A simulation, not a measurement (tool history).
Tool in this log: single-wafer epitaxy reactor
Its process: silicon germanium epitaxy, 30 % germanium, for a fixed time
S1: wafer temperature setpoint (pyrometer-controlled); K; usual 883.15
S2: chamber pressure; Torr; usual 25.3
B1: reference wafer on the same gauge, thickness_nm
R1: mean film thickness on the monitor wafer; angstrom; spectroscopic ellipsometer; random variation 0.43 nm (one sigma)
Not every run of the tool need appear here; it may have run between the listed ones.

run	day	S1	S2	B1	R1
1	0	883.15	25.3	83.431	747.33
2	1.488	883.15	25.3	83.435	748.98
3	4.338	883.15	25.3	83.444	751.05
# day 5.133: showerhead replaced
4	5.288	883.15	25.3	83.364	746.15
5	6.121	883.15	25.3	83.543	747.29
6	7.288	883.15	25.3	83.498	745.47
7	8.383	883.15	25.3	83.483	750.01
8	9.85	883.15	25.3	83.185	749.45
9	11.262	883.15	25.3	83.274	743.05
10	12.079	883.15	25.3	83.355	747.32
# day 12.371: gauge calibrated
11	13.508	874.15	20.4	83.554	594
12	14.125	883.15	25.3	83.405	750.18
13	15.158	893.15	27	83.463	917.71
14	16.5	888.15	21	83.251	774.73
15	17.358	895.15	27	83.54	952.55
16	18.112	874.15	28.8	83.475	651.82
17	18.792	883.15	25.3	83.538	754.25
# day 19.904: capacitance manometer re-zeroed and calibrated
18	20.083	877.15	19.6	83.537	618.39
19	21.196	871.15	23.5	83.465	583.49
20	21.771	894.15	29.3	83.324	961.26
21	23.008	883.15	25.3	83.417	750.29
22	23.958	878.15	20.8	83.346	654.2
23	24.696	883.15	25.3	83.411	747.12
24	25.238	883.15	25.3	83.483	746.84
25	26.308	887.15	25.3	83.475	806.3
26	27.512	871.15	22.8	83.184	576.31
27	28.396	883.15	25.3	83.359	746.59
28	29.858	883.15	25.3	83.292	750.6
29	31.258	897.15	25.3	83.602	983.08
30	32.579	883.15	25.3	83.449	744.7
31	33.529	873.15	31.6	83.248	667.81
32	34.592	889.15	20	83.227	792.18
33	35.488	883.15	29.7	83.344	780.8
34	36.942	878.15	21.1	83.341	645.94
35	37.579	893.15	27	83.585	924.19
36	38.625	883.15	25.3	83.359	756.93

Alternative continuations, all from the tool just after run 36; predict every row:
A	38.642	883.15	31.3	?	?
B	38.642	893.15	25.3	?	?
C	38.642	887.15	19.6	?	?

run	B1	R1
A	83.421	796.94
B	83.421	900.65
C	83.421	750.05
What these runs would have given with no unlogged condition in the tool:
run	R1
A	796.94
B	900.65
C	750.05
